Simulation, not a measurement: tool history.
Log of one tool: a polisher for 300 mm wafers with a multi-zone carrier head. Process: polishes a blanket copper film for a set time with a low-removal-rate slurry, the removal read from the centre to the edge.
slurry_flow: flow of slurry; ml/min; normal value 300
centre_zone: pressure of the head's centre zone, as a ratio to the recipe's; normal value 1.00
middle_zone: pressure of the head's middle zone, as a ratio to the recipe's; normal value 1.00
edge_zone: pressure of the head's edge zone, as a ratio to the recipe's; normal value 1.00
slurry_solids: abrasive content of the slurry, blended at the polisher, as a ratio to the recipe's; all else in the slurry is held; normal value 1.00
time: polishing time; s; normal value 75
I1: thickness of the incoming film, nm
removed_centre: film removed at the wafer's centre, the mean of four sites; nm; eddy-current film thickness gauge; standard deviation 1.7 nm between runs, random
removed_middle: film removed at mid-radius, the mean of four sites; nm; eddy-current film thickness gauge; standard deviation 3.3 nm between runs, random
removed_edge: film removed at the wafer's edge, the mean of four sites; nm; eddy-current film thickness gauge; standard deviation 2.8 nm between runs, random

Run 1, hour 0.0: usual settings but time 55 s; I1 820.1. Result: removed_centre 199.9 nm, removed_middle 192.8 nm, removed_edge 203.7 nm.
Run 2, hour 69.9: usual settings but time 55 s; I1 810.2. Result: removed_centre 194.7 nm, removed_middle 191.4 nm, removed_edge 196.7 nm.
At hour 81.4: worn pad replaced by a new one.
Run 3, hour 102.0: usual settings but time 55 s; I1 808.2. Result: removed_centre 198.5 nm, removed_middle 195.9 nm, removed_edge 200.7 nm.
Run 4, hour 126.3: usual settings; I1 809.1. Result: removed_centre 270.1 nm, removed_middle 268.0 nm, removed_edge 271.2 nm.
Run 5, hour 187.8: usual settings; I1 814.1. Result: removed_centre 266.0 nm, removed_middle 264.9 nm, removed_edge 265.5 nm.
At hour 202.2: worn pad replaced by a new one.
Run 6, hour 235.1: usual settings; I1 806.0. Result: removed_centre 255.6 nm, removed_middle 256.6 nm, removed_edge 260.1 nm.
At hour 288.8: carrier head's membrane replaced by a new one.
At hour 292.9: worn pad replaced by a new one, repeated, since the last time left the tool worse.
Run 7, hour 293.4: usual settings but middle_zone 1.08; I1 800.2. Result: removed_centre 272.2 nm, removed_middle 277.1 nm, removed_edge 276.3 nm.
At hour 314.5: slurry nozzle cleaned.
At hour 329.9: edge zone pressure recalibrated.
Run 8, hour 330.4: usual settings but slurry_flow 205 ml/min; I1 824.1. Result: removed_centre 252.6 nm, removed_middle 261.1 nm, removed_edge 261.6 nm.
At hour 391.3: centre zone pressure recalibrated.
Run 9, hour 397.8: usual settings but slurry_flow 235 ml/min, centre_zone 1.09, middle_zone 1.11, edge_zone 1.05; I1 809.9. Result: removed_centre 278.3 nm, removed_middle 266.4 nm, removed_edge 267.2 nm.
Run 10, hour 428.0: usual settings but time 64 s; I1 793.1. Result: removed_centre 224.1 nm, removed_middle 223.1 nm, removed_edge 222.9 nm.
At hour 438.2: worn pad replaced by a new one.
Run 11, hour 480.4: usual settings but slurry_solids 0.85, time 88 s; I1 805.4. Result: removed_centre 303.9 nm, removed_middle 302.1 nm, removed_edge 312.0 nm.
Run 12, hour 518.0: usual settings but slurry_flow 215 ml/min; I1 818.4. Result: removed_centre 255.2 nm, removed_middle 253.8 nm, removed_edge 262.7 nm.
At hour 565.9: worn pad replaced by a new one.
Run 13, hour 569.3: usual settings but slurry_flow 235 ml/min, centre_zone 1.09, middle_zone 1.11, edge_zone 1.05; I1 805.1. Result: removed_centre 282.5 nm, removed_middle 274.8 nm, removed_edge 271.0 nm.
Run 14, hour 633.6: usual settings; I1 804.9. Result: removed_centre 268.1 nm, removed_middle 266.8 nm, removed_edge 271.5 nm.

Here are 4 independent what-if runs from the current tool condition. What would each one return?
Run A, hour 634.0: usual settings but slurry_flow 235 ml/min; I1 811.8. Result: removed_centre ?, removed_middle ?, removed_edge ?.
Run B, hour 634.0: usual settings but centre_zone 0.93, edge_zone 0.93; I1 811.8. Result: removed_centre ?, removed_middle ?, removed_edge ?.
Run C, hour 634.0: usual settings but centre_zone 1.09, middle_zone 1.09; I1 811.8. Result: removed_centre ?, removed_middle ?, removed_edge ?.
Run D, hour 634.0: usual settings but slurry_flow 255 ml/min, slurry_solids 0.85; I1 811.8. Result: removed_centre ?, removed_middle ?, removed_edge ?.

run  removed_centre  removed_middle  removed_edge
  A           260.7           255.0         265.7
  B           252.8           263.0         262.7
  C           291.4           273.7         271.8
  D           253.4           247.5         257.2
What these runs would have given with no unlogged condition in the tool:
run  removed_centre  removed_middle  removed_edge
  A           263.8           258.0         268.9
  B           255.8           266.1         265.8
  C           294.8           276.9         275.0
  D           256.3           250.5         260.2
